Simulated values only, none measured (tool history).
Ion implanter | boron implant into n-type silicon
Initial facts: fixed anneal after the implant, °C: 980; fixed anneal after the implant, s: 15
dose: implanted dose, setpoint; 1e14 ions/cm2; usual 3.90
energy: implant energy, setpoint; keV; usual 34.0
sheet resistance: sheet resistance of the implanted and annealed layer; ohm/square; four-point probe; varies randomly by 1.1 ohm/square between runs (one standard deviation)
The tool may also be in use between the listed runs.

run,hour,dose,energy,"read-back reference wafer on the same gauge, sheet resistance",sheet resistance
1,0.0,3.90,34.0,283.91,238.43
2,67.0,3.61,34.0,283.81,251.85
3,174.5,3.61,34.0,284.06,252.61
4,269.8,3.90,34.0,283.81,238.15
5,319.1,3.90,34.0,284.03,238.64
6,372.4,3.90,34.0,283.83,238.54
7,441.1,3.90,38.0,284.14,236.21
8,492.2,3.90,38.0,283.98,237.02
9,541.8,3.90,38.0,283.87,234.74
# hour 604.5: gauge calibrated
10,614.0,3.90,34.0,283.75,237.72
11,685.3,3.90,34.0,283.49,237.91
12,730.1,3.90,28.5,284.02,240.22
13,787.3,4.47,34.0,284.01,212.12
# hour 855.2: Faraday cup replaced and dose calibrated
14,887.8,4.47,34.0,283.74,222.03
15,995.4,3.90,34.0,283.79,241.28
16,1053.1,5.05,43.0,283.70,199.36
17,1107.6,3.90,34.0,283.97,243.16
18,1145.5,3.31,34.0,283.82,274.83
# hour 1165.1: extraction supply calibrated
19,1239.9,4.42,42.5,284.12,218.96
20,1341.6,4.19,28.5,284.10,231.66
21,1429.9,3.08,37.5,284.35,284.94
22,1500.2,3.90,34.0,283.80,239.44
23,1537.1,3.54,27.5,284.03,263.17
24,1617.1,3.90,25.0,283.86,245.12
25,1658.7,3.58,44.5,284.33,249.47
26,1702.4,4.23,38.0,284.10,224.08
27,1800.1,3.90,34.0,283.57,239.63
28,1848.3,2.99,26.0,284.04,298.41
29,1898.6,4.56,38.5,284.06,210.43
30,1972.1,4.74,34.0,284.06,206.06

Measured result minus the same run's result without the hidden state. Both carry the same run-to-run variation, though not necessarily the same gauge scatter:
Hidden conditions of the tool in this case: deviation of the true dose from the Faraday cup's reading, %; deviation of the true energy from its setpoint, %; gauge reads high (%).
run,sheet resistance
1,-3.77
2,-4.32
3,-4.95
4,-5.26
5,-5.54
6,-5.84
7,-6.08
8,-6.37
9,-6.58
10,-7.16
11,-7.56
12,-8.03
13,-7.43
14,-0.21
15,-0.83
16,-0.98
17,-1.47
18,-1.85
19,-1.99
20,-2.75
21,-3.66
22,-3.65
23,-4.27
24,-4.54
25,-4.46
26,-4.48
27,-5.33
28,-6.93
29,-5.23
30,-5.60
